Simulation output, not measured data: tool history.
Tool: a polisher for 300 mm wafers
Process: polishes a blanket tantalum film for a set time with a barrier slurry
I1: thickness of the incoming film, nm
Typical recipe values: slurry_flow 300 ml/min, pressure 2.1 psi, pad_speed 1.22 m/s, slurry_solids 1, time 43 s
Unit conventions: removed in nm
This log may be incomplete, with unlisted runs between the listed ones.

{"run": 1, "hour": 0.0, "slurry_flow": 300, "pressure": 2.1, "pad_speed": 1.22, "slurry_solids": 1, "time": 43, "I1": 263, "removed": 90.1}
{"run": 2, "hour": 6.9, "slurry_flow": 300, "pressure": 2.1, "pad_speed": 1.22, "slurry_solids": 1, "time": 43, "I1": 259.6, "removed": 91}
{"run": 3, "hour": 13.2, "slurry_flow": 370, "pressure": 2.1, "pad_speed": 1.22, "slurry_solids": 1, "time": 43, "I1": 258.9, "removed": 93}
{"hour": 17.0, "done": "slurry nozzle cleaned"}
{"run": 4, "hour": 31.7, "slurry_flow": 300, "pressure": 2.1, "pad_speed": 1.22, "slurry_solids": 1.2, "time": 34, "I1": 258.6, "removed": 81.5}
{"run": 5, "hour": 45.8, "slurry_flow": 300, "pressure": 2.1, "pad_speed": 1.22, "slurry_solids": 1.2, "time": 34, "I1": 262, "removed": 80.5}
{"hour": 53.5, "done": "slurry blender recalibrated"}
{"run": 6, "hour": 59.8, "slurry_flow": 300, "pressure": 2.1, "pad_speed": 1.22, "slurry_solids": 1.2, "time": 34, "I1": 262.9, "removed": 81.2}
{"run": 7, "hour": 96.8, "slurry_flow": 300, "pressure": 2.1, "pad_speed": 1.22, "slurry_solids": 1, "time": 43, "I1": 261.9, "removed": 92.1}
{"run": 8, "hour": 103.3, "slurry_flow": 300, "pressure": 2.1, "pad_speed": 1.22, "slurry_solids": 1, "time": 43, "I1": 260.1, "removed": 92.2}
{"hour": 123.0, "done": "worn pad replaced by a new one"}
{"run": 9, "hour": 134.2, "slurry_flow": 300, "pressure": 2.1, "pad_speed": 1.22, "slurry_solids": 1, "time": 43, "I1": 265.9, "removed": 93.4}
{"run": 10, "hour": 141.6, "slurry_flow": 300, "pressure": 1.6, "pad_speed": 1.02, "slurry_solids": 1.25, "time": 55, "I1": 260.4, "removed": 90.2}
{"run": 11, "hour": 158.0, "slurry_flow": 300, "pressure": 2.1, "pad_speed": 1.22, "slurry_solids": 0.9, "time": 43, "I1": 259.3, "removed": 88.5}
{"run": 12, "hour": 174.2, "slurry_flow": 300, "pressure": 2.1, "pad_speed": 1.22, "slurry_solids": 1, "time": 43, "I1": 259.7, "removed": 93.4}
{"run": 13, "hour": 192.1, "slurry_flow": 300, "pressure": 2.1, "pad_speed": 1.22, "slurry_solids": 1, "time": 43, "I1": 257.5, "removed": 92.6}
{"run": 14, "hour": 198.9, "slurry_flow": 330, "pressure": 2.1, "pad_speed": 1.1, "slurry_solids": 1, "time": 43, "I1": 261.5, "removed": 87.2}
{"run": 15, "hour": 213.4, "slurry_flow": 300, "pressure": 2.7, "pad_speed": 0.94, "slurry_solids": 1, "time": 49, "I1": 261.8, "removed": 116.2}
{"run": 16, "hour": 263.9, "slurry_flow": 300, "pressure": 2.1, "pad_speed": 1.38, "slurry_solids": 1.1, "time": 43, "I1": 258.7, "removed": 101.6}
{"run": 17, "hour": 279.5, "slurry_flow": 225, "pressure": 2.1, "pad_speed": 1.22, "slurry_solids": 1.15, "time": 30, "I1": 259.7, "removed": 63.1}
{"run": 18, "hour": 288.3, "slurry_flow": 300, "pressure": 2.1, "pad_speed": 0.9, "slurry_solids": 1, "time": 43, "I1": 260.2, "removed": 74.4}
{"hour": 295.3, "done": "head pressure recalibrated"}
{"run": 19, "hour": 296.0, "slurry_flow": 300, "pressure": 2.1, "pad_speed": 1.22, "slurry_solids": 1, "time": 43, "I1": 257.6, "removed": 89}
{"hour": 307.5, "done": "worn pad replaced by a new one"}
{"run": 20, "hour": 308.9, "slurry_flow": 230, "pressure": 2.1, "pad_speed": 0.88, "slurry_solids": 1, "time": 43, "I1": 256.4, "removed": 72.4}
{"run": 21, "hour": 316.4, "slurry_flow": 300, "pressure": 1.7, "pad_speed": 1.54, "slurry_solids": 1.3, "time": 56, "I1": 256.8, "removed": 126.6}
{"run": 22, "hour": 325.8, "slurry_flow": 300, "pressure": 2.1, "pad_speed": 1.22, "slurry_solids": 1, "time": 43, "I1": 257.5, "removed": 90.7}
{"run": 23, "hour": 333.0, "slurry_flow": 300, "pressure": 2.1, "pad_speed": 1.22, "slurry_solids": 1, "time": 56, "I1": 261.2, "removed": 119}
{"run": 24, "hour": 342.0, "slurry_flow": 345, "pressure": 2.1, "pad_speed": 0.98, "slurry_solids": 1.1, "time": 48, "I1": 259.8, "removed": 94.5}
{"run": 25, "hour": 350.9, "slurry_flow": 300, "pressure": 2.1, "pad_speed": 1.22, "slurry_solids": 1, "time": 43, "I1": 261.8, "removed": 90.4}
{"run": 26, "hour": 358.4, "slurry_flow": 300, "pressure": 1.4, "pad_speed": 1.22, "slurry_solids": 1, "time": 43, "I1": 255.3, "removed": 59.5}
{"run": 27, "hour": 374.7, "slurry_flow": 220, "pressure": 2.1, "pad_speed": 1.22, "slurry_solids": 1, "time": 43, "I1": 262, "removed": 85.6}
{"run": 28, "hour": 382.6, "slurry_flow": 300, "pressure": 2.1, "pad_speed": 1.22, "slurry_solids": 1, "time": 43, "I1": 261.4, "removed": 90.3}
{"hour": 387.3, "done": "slurry blender recalibrated"}
{"run": 29, "hour": 398.3, "slurry_flow": 300, "pressure": 2.1, "pad_speed": 1.22, "slurry_solids": 1, "time": 43, "I1": 256.6, "removed": 90.3}
{"run": 30, "hour": 450.5, "slurry_flow": 300, "pressure": 2.1, "pad_speed": 1.22, "slurry_solids": 1, "time": 29, "I1": 258.8, "removed": 59.4}

Each row is a separate what-if for the run after 30, all from the same tool condition, not one after another. Results?
{"run": "A", "hour": 450.9, "slurry_flow": 300, "pressure": 2.1, "pad_speed": 1.22, "slurry_solids": 1, "time": 43, "I1": 262.7, "removed": "?"}
{"run": "B", "hour": 450.9, "slurry_flow": 250, "pressure": 2.1, "pad_speed": 1.22, "slurry_solids": 1.2, "time": 43, "I1": 262.7, "removed": "?"}
{"run": "C", "hour": 450.9, "slurry_flow": 260, "pressure": 2.1, "pad_speed": 1.22, "slurry_solids": 1, "time": 43, "I1": 262.7, "removed": "?"}
{"run": "D", "hour": 450.9, "slurry_flow": 260, "pressure": 1.6, "pad_speed": 1.22, "slurry_solids": 1, "time": 43, "I1": 262.7, "removed": "?"}
{"run": "E", "hour": 450.9, "slurry_flow": 300, "pressure": 2.8, "pad_speed": 1.02, "slurry_solids": 1, "time": 53, "I1": 262.7, "removed": "?"}

run=A removed=89.7
run=B removed=94
run=C removed=87.8
run=D removed=66.9
run=E removed=131.9
Without the tool's unlogged condition, the same runs would have read:
run=A removed=97.9
run=B removed=103.7
run=C removed=96.6
run=D removed=73.6
run=E removed=144
